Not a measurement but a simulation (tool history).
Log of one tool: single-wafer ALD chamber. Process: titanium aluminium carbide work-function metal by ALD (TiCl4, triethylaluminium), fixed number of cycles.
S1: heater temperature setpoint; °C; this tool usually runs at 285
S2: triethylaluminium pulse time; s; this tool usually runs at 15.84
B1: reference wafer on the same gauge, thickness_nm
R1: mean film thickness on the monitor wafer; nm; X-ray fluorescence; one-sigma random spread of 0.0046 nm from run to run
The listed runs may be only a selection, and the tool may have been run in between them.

Run 1, hour 0.0: usual settings; B1 1.939. Result: R1 1.861 nm.
At hour 29.1: gauge calibrated.
Run 2, hour 46.6: usual settings; B1 1.941. Result: R1 1.867 nm.
Run 3, hour 260.2: usual settings; B1 1.940. Result: R1 1.865 nm.
Run 4, hour 309.6: usual settings; B1 1.940. Result: R1 1.872 nm.
At hour 343.1: triethylaluminium bottle replaced.
At hour 344.8: thermocouple changed; heater temperature recalibrated.
Run 5, hour 360.9: usual settings; B1 1.940. Result: R1 1.831 nm.
At hour 464.4: showerhead replaced.
Run 6, hour 464.9: usual settings but S1 289 °C; B1 1.940. Result: R1 1.866 nm.
Run 7, hour 554.1: usual settings; B1 1.940. Result: R1 1.844 nm.
At hour 628.2: gauge calibrated.
Run 8, hour 651.5: usual settings but S1 281 °C, S2 20.55 s; B1 1.940. Result: R1 1.817 nm.
Run 9, hour 687.6: usual settings; B1 1.940. Result: R1 1.841 nm.
Run 10, hour 741.6: usual settings but S1 296 °C, S2 20.76 s; B1 1.940. Result: R1 1.938 nm.
Run 11, hour 812.6: usual settings but S2 9.85 s; B1 1.941. Result: R1 1.827 nm.
Run 12, hour 920.1: usual settings but S1 292 °C, S2 11.31 s; B1 1.941. Result: R1 1.891 nm.
Run 13, hour 973.4: usual settings but S1 298 °C, S2 21.48 s; B1 1.940. Result: R1 1.949 nm.
Run 14, hour 1023.5: usual settings but S1 271 °C, S2 18.54 s; B1 1.940. Result: R1 1.729 nm.

Branching from run 14: 5 alternative next runs. What would each branch give?
Run A, hour 1023.9: usual settings; B1 ?. Result: R1 ?.
Run B, hour 1023.9: usual settings but S1 299 °C, S2 12.32 s; B1 ?. Result: R1 ?.
Run C, hour 1023.9: usual settings but S1 295 °C; B1 ?. Result: R1 ?.
Run D, hour 1023.9: usual settings but S1 292 °C, S2 10.59 s; B1 ?. Result: R1 ?.
Run E, hour 1023.9: usual settings but S1 290 °C; B1 ?. Result: R1 ?.

run     B1     R1
  A  1.941  1.841
  B  1.941  1.952
  C  1.941  1.925
  D  1.941  1.887
  E  1.941  1.883
With the hidden condition removed and each run's random variation left untouched, the same runs would have given:
run     R1
  A  1.838
  B  1.949
  C  1.922
  D  1.884
  E  1.880
